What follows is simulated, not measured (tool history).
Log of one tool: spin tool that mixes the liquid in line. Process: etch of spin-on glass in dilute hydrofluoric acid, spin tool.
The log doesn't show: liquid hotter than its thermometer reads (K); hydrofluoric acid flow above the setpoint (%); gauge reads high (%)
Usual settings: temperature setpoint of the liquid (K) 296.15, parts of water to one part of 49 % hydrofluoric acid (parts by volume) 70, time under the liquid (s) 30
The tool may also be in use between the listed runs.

| run | day | temperature setpoint of the liquid (K) | parts of water to one part of 49 % hydrofluoric acid (parts by volume) | time under the liquid (s) | wafers since the last listed run | hours since the thermometer was replaced | hours since the hydrofluoric acid flow meter was replaced | hours since the gauge calibration | read-back film thickness of the spin-on glass reference wafer, read on the same gauge (nm) | thickness taken off the spin-on glass on a monitor wafer (angstrom) |
|---|---|---|---|---|---|---|---|---|---|---|
| 1 | 0.000 | 296.15 | 70 | 30 | 0 | 339.9 | 663.6 | 874.3 | 71.58 | 111.0 |
| 2 | 2.225 | 296.15 | 70 | 30 | 928 | 393.3 | 717.0 | 927.7 | 71.86 | 110.8 |
| 3 | 3.488 | 296.15 | 80 | 35 | 526 | 423.6 | 747.3 | 958.0 | 71.90 | 111.3 |
|  | 5.912 | hydrofluoric acid flow meter replaced |
| 4 | 6.279 | 296.15 | 50 | 30 | 1147 | 490.6 | 8.8 | 1025.0 | 72.17 | 158.6 |
| 5 | 7.496 | 296.15 | 50 | 30 | 507 | 519.8 | 38.0 | 1054.2 | 72.28 | 159.7 |
| 6 | 9.258 | 296.15 | 50 | 30 | 735 | 562.1 | 80.3 | 1096.5 | 72.50 | 161.1 |
| 7 | 11.783 | 299.65 | 70 | 30 | 1053 | 622.7 | 140.9 | 1157.1 | 72.76 | 129.5 |
| 8 | 13.600 | 299.65 | 70 | 30 | 757 | 666.3 | 184.5 | 1200.7 | 72.97 | 127.7 |
| 9 | 15.629 | 296.15 | 70 | 30 | 846 | 715.0 | 233.2 | 1249.4 | 73.14 | 113.4 |
| 10 | 16.833 | 296.15 | 70 | 30 | 502 | 743.9 | 262.1 | 1278.3 | 73.33 | 112.7 |
| 11 | 18.788 | 296.15 | 70 | 30 | 815 | 790.8 | 309.0 | 1325.2 | 73.55 | 114.1 |
| 12 | 20.808 | 296.15 | 70 | 30 | 842 | 839.3 | 357.5 | 1373.7 | 73.79 | 113.4 |
| 13 | 22.883 | 296.15 | 70 | 30 | 865 | 889.1 | 407.3 | 1423.5 | 74.12 | 114.0 |
|  | 24.108 | gauge calibrated |
| 14 | 24.500 | 293.15 | 70 | 30 | 674 | 927.9 | 446.1 | 9.4 | 70.02 | 95.6 |
| 15 | 26.288 | 293.15 | 70 | 30 | 745 | 970.8 | 489.0 | 52.3 | 70.01 | 95.4 |
| 16 | 28.046 | 296.15 | 70 | 30 | 733 | 1013.0 | 531.2 | 94.5 | 70.02 | 107.6 |
| 17 | 35.658 | 297.65 | 40 | 15 | 3175 | 1195.7 | 713.9 | 277.2 | 70.13 | 104.1 |
| 18 | 37.438 | 294.65 | 50 | 40 | 742 | 1238.4 | 756.6 | 319.9 | 70.17 | 192.4 |
| 19 | 39.700 | 296.15 | 70 | 50 | 943 | 1292.7 | 810.9 | 374.2 | 70.26 | 181.8 |
|  | 40.342 | hydrofluoric acid flow meter replaced |
|  | 41.004 | thermometer replaced |
| 20 | 41.917 | 296.15 | 70 | 15 | 889 | 21.9 | 37.8 | 427.4 | 70.32 | 54.1 |
| 21 | 43.362 | 293.15 | 55 | 30 | 603 | 56.6 | 72.5 | 462.1 | 70.46 | 124.6 |
| 22 | 45.583 | 296.15 | 70 | 25 | 926 | 109.9 | 125.8 | 515.4 | 70.54 | 91.3 |
| 23 | 47.083 | 296.15 | 70 | 40 | 625 | 145.9 | 161.8 | 551.4 | 70.58 | 145.9 |
| 24 | 49.371 | 291.15 | 90 | 45 | 954 | 200.8 | 216.7 | 606.3 | 70.75 | 100.9 |
| 25 | 52.121 | 299.65 | 40 | 30 | 1147 | 266.8 | 282.7 | 672.3 | 70.84 | 230.4 |
| 26 | 53.862 | 296.15 | 70 | 30 | 726 | 308.6 | 324.5 | 714.1 | 71.01 | 109.2 |
| 27 | 55.554 | 296.15 | 70 | 30 | 705 | 349.2 | 365.1 | 754.7 | 71.14 | 109.7 |
| 28 | 57.533 | 291.65 | 70 | 15 | 825 | 396.7 | 412.6 | 802.2 | 71.25 | 45.2 |
| 29 | 59.888 | 296.15 | 40 | 40 | 981 | 453.2 | 469.1 | 858.7 | 71.50 | 269.3 |
| 30 | 61.462 | 296.15 | 70 | 30 | 656 | 491.0 | 506.9 | 896.5 | 71.58 | 111.0 |
| 31 | 63.658 | 296.15 | 50 | 35 | 915 | 543.7 | 559.6 | 949.2 | 71.78 | 184.5 |
| 32 | 66.008 | 294.15 | 100 | 25 | 980 | 600.1 | 616.0 | 1005.6 | 71.99 | 57.8 |
|  | 67.392 | hydrofluoric acid flow meter replaced |
| 33 | 67.712 | 296.15 | 70 | 30 | 693 | 641.0 | 7.7 | 1046.5 | 72.17 | 111.6 |
| 34 | 70.083 | 296.15 | 70 | 30 | 988 | 697.9 | 64.6 | 1103.4 | 72.37 | 112.0 |

4 ways to go on from here, each from the tool as it stands after run 34. What would each give?
| A | 70.100 | 297.65 | 70 | 30 | 6 | 698.3 | 65.0 | 1103.8 | ? | ? |
| B | 70.100 | 292.65 | 45 | 30 | 6 | 698.3 | 65.0 | 1103.8 | ? | ? |
| C | 70.100 | 296.15 | 95 | 20 | 6 | 698.3 | 65.0 | 1103.8 | ? | ? |
| D | 70.100 | 298.65 | 40 | 30 | 6 | 698.3 | 65.0 | 1103.8 | ? | ? |

| run | read-back film thickness of the spin-on glass reference wafer, read on the same gauge (nm) | thickness taken off the spin-on glass on a monitor wafer (angstrom) |
|---|---|---|
| A | 72.42 | 118.3 |
| B | 72.42 | 154.2 |
| C | 72.42 | 53.0 |
| D | 72.42 | 224.5 |
Without the tool's hidden state the same runs would have given:
| run | thickness taken off the spin-on glass on a monitor wafer (angstrom) |
|---|---|
| A | 114.3 |
| B | 149.1 |
| C | 51.2 |
| D | 217.0 |

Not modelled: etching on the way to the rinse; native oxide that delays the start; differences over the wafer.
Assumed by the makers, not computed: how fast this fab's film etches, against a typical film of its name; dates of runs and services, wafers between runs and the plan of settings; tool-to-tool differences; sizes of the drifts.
